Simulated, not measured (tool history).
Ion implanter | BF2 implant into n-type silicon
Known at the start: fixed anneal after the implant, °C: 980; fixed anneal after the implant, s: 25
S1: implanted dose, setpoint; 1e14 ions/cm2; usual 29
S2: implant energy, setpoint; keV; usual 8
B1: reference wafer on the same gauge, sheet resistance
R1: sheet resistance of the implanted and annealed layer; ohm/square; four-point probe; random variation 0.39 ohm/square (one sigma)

{"run": 1, "hour": 0.0, "S1": 29, "S2": 8, "B1": 233.05, "R1": 264.58}
{"hour": 7.0, "done": "gauge calibrated"}
{"run": 2, "hour": 19.5, "S1": 29, "S2": 8, "B1": 231.15, "R1": 263.81}
{"run": 3, "hour": 48.7, "S1": 29, "S2": 8, "B1": 231.13, "R1": 263.1}
{"run": 4, "hour": 66.1, "S1": 29, "S2": 9, "B1": 231.16, "R1": 252.03}
{"run": 5, "hour": 98.1, "S1": 29, "S2": 9, "B1": 231.11, "R1": 252.3}
{"run": 6, "hour": 125.9, "S1": 29, "S2": 9, "B1": 231.11, "R1": 252.15}
{"run": 7, "hour": 141.0, "S1": 29, "S2": 8, "B1": 231.18, "R1": 263.02}
{"run": 8, "hour": 171.1, "S1": 29, "S2": 8, "B1": 231.33, "R1": 263.47}
{"run": 9, "hour": 189.3, "S1": 29, "S2": 8, "B1": 231.33, "R1": 262.19}
{"run": 10, "hour": 223.2, "S1": 29, "S2": 8, "B1": 231.17, "R1": 264.01}
{"run": 11, "hour": 238.6, "S1": 29, "S2": 8, "B1": 231.37, "R1": 263.47}
{"hour": 248.5, "done": "extraction supply calibrated"}
{"run": 12, "hour": 327.6, "S1": 29, "S2": 8, "B1": 231.52, "R1": 263.67}
{"run": 13, "hour": 351.3, "S1": 29, "S2": 8, "B1": 231.77, "R1": 263.21}
{"run": 14, "hour": 383.0, "S1": 29, "S2": 8, "B1": 231.79, "R1": 263.87}
{"run": 15, "hour": 412.9, "S1": 22.44, "S2": 7, "B1": 231.8, "R1": 283.06}
{"run": 16, "hour": 445.6, "S1": 22.44, "S2": 7, "B1": 232, "R1": 283.4}
{"run": 17, "hour": 469.8, "S1": 23.87, "S2": 6.5, "B1": 232.1, "R1": 289.46}
{"run": 18, "hour": 508.1, "S1": 33.06, "S2": 7, "B1": 232.31, "R1": 275.13}
{"run": 19, "hour": 537.3, "S1": 29, "S2": 8, "B1": 232.44, "R1": 264.34}
{"run": 20, "hour": 572.4, "S1": 36.11, "S2": 5.5, "B1": 232.69, "R1": 297.52}
{"hour": 592.6, "done": "gauge calibrated"}
{"run": 21, "hour": 604.4, "S1": 29, "S2": 10.5, "B1": 231.18, "R1": 236.76}
{"hour": 620.5, "done": "Faraday cup replaced and dose calibrated"}
{"run": 22, "hour": 621.0, "S1": 29, "S2": 8, "B1": 231.27, "R1": 262.81}
{"run": 23, "hour": 638.7, "S1": 29, "S2": 8, "B1": 231.3, "R1": 263.1}
{"run": 24, "hour": 658.2, "S1": 29, "S2": 8, "B1": 231.19, "R1": 263.04}
{"run": 25, "hour": 682.1, "S1": 29, "S2": 8, "B1": 231.34, "R1": 263.53}
{"run": 26, "hour": 703.8, "S1": 34.68, "S2": 5.5, "B1": 231.24, "R1": 297.01}
{"run": 27, "hour": 735.5, "S1": 29, "S2": 10, "B1": 231.31, "R1": 241.34}
{"run": 28, "hour": 761.6, "S1": 26.74, "S2": 9, "B1": 231.37, "R1": 253.5}
{"run": 29, "hour": 793.0, "S1": 34.32, "S2": 9, "B1": 231.53, "R1": 248.51}

3 ways to go on from here, each from the tool as it stands after run 29. What would each give?
{"run": "A", "hour": 793.4, "S1": 29, "S2": 7, "B1": "?", "R1": "?"}
{"run": "B", "hour": 793.4, "S1": 23.61, "S2": 7, "B1": "?", "R1": "?"}
{"run": "C", "hour": 793.4, "S1": 23.13, "S2": 9.5, "B1": "?", "R1": "?"}

run=A B1=231.4 R1=275.83
run=B B1=231.4 R1=280.83
run=C B1=231.4 R1=251.88
Without the tool's hidden state the same runs would have given:
run=A R1=275.31
run=B R1=280.3
run=C R1=251.4
